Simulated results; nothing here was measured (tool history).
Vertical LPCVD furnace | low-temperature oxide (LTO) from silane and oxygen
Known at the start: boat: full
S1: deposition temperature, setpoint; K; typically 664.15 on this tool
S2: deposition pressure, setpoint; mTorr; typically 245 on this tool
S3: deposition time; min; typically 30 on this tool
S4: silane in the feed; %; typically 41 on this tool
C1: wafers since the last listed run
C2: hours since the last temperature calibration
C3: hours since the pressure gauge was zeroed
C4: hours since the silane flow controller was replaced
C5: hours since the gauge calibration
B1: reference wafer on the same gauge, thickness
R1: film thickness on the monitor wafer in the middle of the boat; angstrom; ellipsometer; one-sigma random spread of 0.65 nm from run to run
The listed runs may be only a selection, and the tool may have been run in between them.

run 1 hour=0 | S1=664.15 S2=245 S3=30 S4=41 | C1=0 C2=2925.5 C3=2741.5 C4=5421.1 C5=739.4 | B1=280.12 | R1=2896.9
run 2 hour=93.6 | S1=664.15 S2=245 S3=30 S4=41 | C1=1475 C2=3019.1 C3=2835.1 C4=5514.7 C5=833 | B1=279.92 | R1=2908.6
run 3 hour=143.3 | S1=664.15 S2=245 S3=30 S4=41 | C1=783 C2=3068.8 C3=2884.8 C4=5564.4 C5=882.7 | B1=279.95 | R1=2914.3
run 4 hour=379.6 | S1=664.15 S2=245 S3=30 S4=41 | C1=3725 C2=3305.1 C3=3121.1 C4=5800.7 C5=1119 | B1=279.86 | R1=2921.6
run 5 hour=461.9 | S1=664.15 S2=245 S3=30 S4=41 | C1=1297 C2=3387.4 C3=3203.4 C4=5883 C5=1201.3 | B1=279.92 | R1=2933.6
-- hour=549.8 gauge calibrated
run 6 hour=557.4 | S1=664.15 S2=245 S3=30 S4=41 | C1=1505 C2=3482.9 C3=3298.9 C4=5978.5 C5=7.6 | B1=280.04 | R1=2941.5
run 7 hour=613 | S1=664.15 S2=265 S3=30 S4=44 | C1=876 C2=3538.5 C3=3354.5 C4=6034.1 C5=63.2 | B1=279.7 | R1=3447.3
-- hour=639.9 thermocouples replaced and temperature profile calibrated
run 8 hour=714.3 | S1=664.15 S2=265 S3=30 S4=44 | C1=1218 C2=74.4 C3=3455.8 C4=6135.4 C5=164.5 | B1=279.93 | R1=3327.1
run 9 hour=751.6 | S1=660.15 S2=290 S3=40 S4=38 | C1=588 C2=111.7 C3=3493.1 C4=6172.7 C5=201.8 | B1=280.16 | R1=3908.2
-- hour=811.8 pressure gauge zeroed
run 10 hour=989.2 | S1=664.15 S2=245 S3=30 S4=41 | C1=3367 C2=349.3 C3=177.4 C4=6410.3 C5=439.4 | B1=280.06 | R1=2839
-- hour=1053.6 silane flow controller replaced
run 11 hour=1054.1 | S1=664.15 S2=245 S3=41 S4=41 | C1=644 C2=414.2 C3=242.3 C4=0.5 C5=504.3 | B1=279.94 | R1=3865.9
run 12 hour=1141.4 | S1=675.15 S2=270 S3=26 S4=38 | C1=1376 C2=501.5 C3=329.6 C4=87.8 C5=591.6 | B1=279.88 | R1=2791.8
run 13 hour=1212.2 | S1=664.15 S2=245 S3=20 S4=46 | C1=1116 C2=572.3 C3=400.4 C4=158.6 C5=662.4 | B1=280.11 | R1=2143.6
run 14 hour=1319 | S1=659.15 S2=245 S3=41 S4=34 | C1=1683 C2=679.1 C3=507.2 C4=265.4 C5=769.2 | B1=280.05 | R1=2870.7
run 15 hour=1399 | S1=664.15 S2=270 S3=34.5 S4=41 | C1=1261 C2=759.1 C3=587.2 C4=345.4 C5=849.2 | B1=279.99 | R1=3586.2
run 16 hour=1442.5 | S1=664.15 S2=245 S3=30 S4=41 | C1=685 C2=802.6 C3=630.7 C4=388.9 C5=892.7 | B1=280.14 | R1=2838.1

Here are 4 independent what-if runs from the current tool condition. What would each one return?
run A hour=1447.7 | S1=664.15 S2=245 S3=30 S4=41 | C1=81 C2=807.8 C3=635.9 C4=394.1 C5=897.9 | B1=? | R1=?
run B hour=1447.7 | S1=664.15 S2=245 S3=37.5 S4=41 | C1=81 C2=807.8 C3=635.9 C4=394.1 C5=897.9 | B1=? | R1=?
run C hour=1447.7 | S1=671.15 S2=185 S3=41 S4=37 | C1=81 C2=807.8 C3=635.9 C4=394.1 C5=897.9 | B1=? | R1=?
run D hour=1447.7 | S1=661.15 S2=245 S3=30 S4=46 | C1=81 C2=807.8 C3=635.9 C4=394.1 C5=897.9 | B1=? | R1=?

run=A B1=280.11 R1=2834.7
run=B B1=280.11 R1=3543.4
run=C B1=280.11 R1=2788.8
run=D B1=280.11 R1=3116.3
Had the tool no hidden state, the same runs would have come out as:
run=A R1=2824.9
run=B R1=3531.1
run=C R1=2779.1
run=D R1=3105.7
